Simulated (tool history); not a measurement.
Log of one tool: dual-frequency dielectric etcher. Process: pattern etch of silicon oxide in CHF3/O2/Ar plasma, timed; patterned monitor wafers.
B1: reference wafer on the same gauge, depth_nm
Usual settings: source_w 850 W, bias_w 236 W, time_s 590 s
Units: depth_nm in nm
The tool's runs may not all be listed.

Run 1, hour 0: usual settings; B1 1572.3. Result: depth_nm 1516.8 nm.
Run 2, hour 33: usual settings; B1 1573.6. Result: depth_nm 1522 nm.
Run 3, hour 54.3: usual settings; B1 1576.3. Result: depth_nm 1524.3 nm.
Run 4, hour 83.2: usual settings; B1 1580.5. Result: depth_nm 1528.9 nm.
Run 5, hour 107.7: usual settings; B1 1581.4. Result: depth_nm 1523.4 nm.
At hour 150.7: source power generator calibrated.
At hour 155.8: gauge calibrated.
Run 6, hour 156.4: usual settings; B1 1556.5. Result: depth_nm 1511.1 nm.
Run 7, hour 173.2: usual settings; B1 1557.6. Result: depth_nm 1505.5 nm.
At hour 205.3: wet clean of the chamber.
At hour 205.5: upper electrode replaced.
Run 8, hour 205.8: usual settings but bias_w 192 W; B1 1557.7. Result: depth_nm 1389.9 nm.
Run 9, hour 223.9: usual settings but bias_w 284 W, time_s 739.5 s; B1 1556.4. Result: depth_nm 2055.1 nm.
Run 10, hour 236: usual settings but time_s 454.5 s; B1 1556.9. Result: depth_nm 1154.4 nm.
At hour 282.6: bias power generator calibrated.
Run 11, hour 303.5: usual settings but source_w 940 W; B1 1559.4. Result: depth_nm 1575.5 nm.
Run 12, hour 327.6: usual settings; B1 1560.4. Result: depth_nm 1511.9 nm.
Run 13, hour 363.1: usual settings but time_s 466 s; B1 1561.5. Result: depth_nm 1197.6 nm.
Run 14, hour 390.4: usual settings but time_s 669 s; B1 1565.1. Result: depth_nm 1716.3 nm.
Run 15, hour 406.7: usual settings; B1 1565.8. Result: depth_nm 1518.3 nm.
Run 16, hour 429.5: usual settings but source_w 950 W, bias_w 271 W, time_s 761.5 s; B1 1564.3. Result: depth_nm 2181.6 nm.

Some steps in depth_nm between neighbouring runs. How much of each would the tool show without its hidden state too (settings, what came in, random variation), and how much is left for the hidden state, with any gauge scatter that isn't in both results?
The hidden state here: etch rate over this chamber's usual, %; source power that arrives over what is set, %; bias power that arrives over what is set, %; gauge reads high (%).
Run 5 -> 6: source power generator calibrated, gauge calibrated. depth_nm -12.3 nm: hidden state -23.8, all else +11.5.
Run 9 -> 10: bias_w 284 -> 236, time_s 739.5 -> 454.5. depth_nm -900.7 nm: hidden state +1.8, all else -902.5.
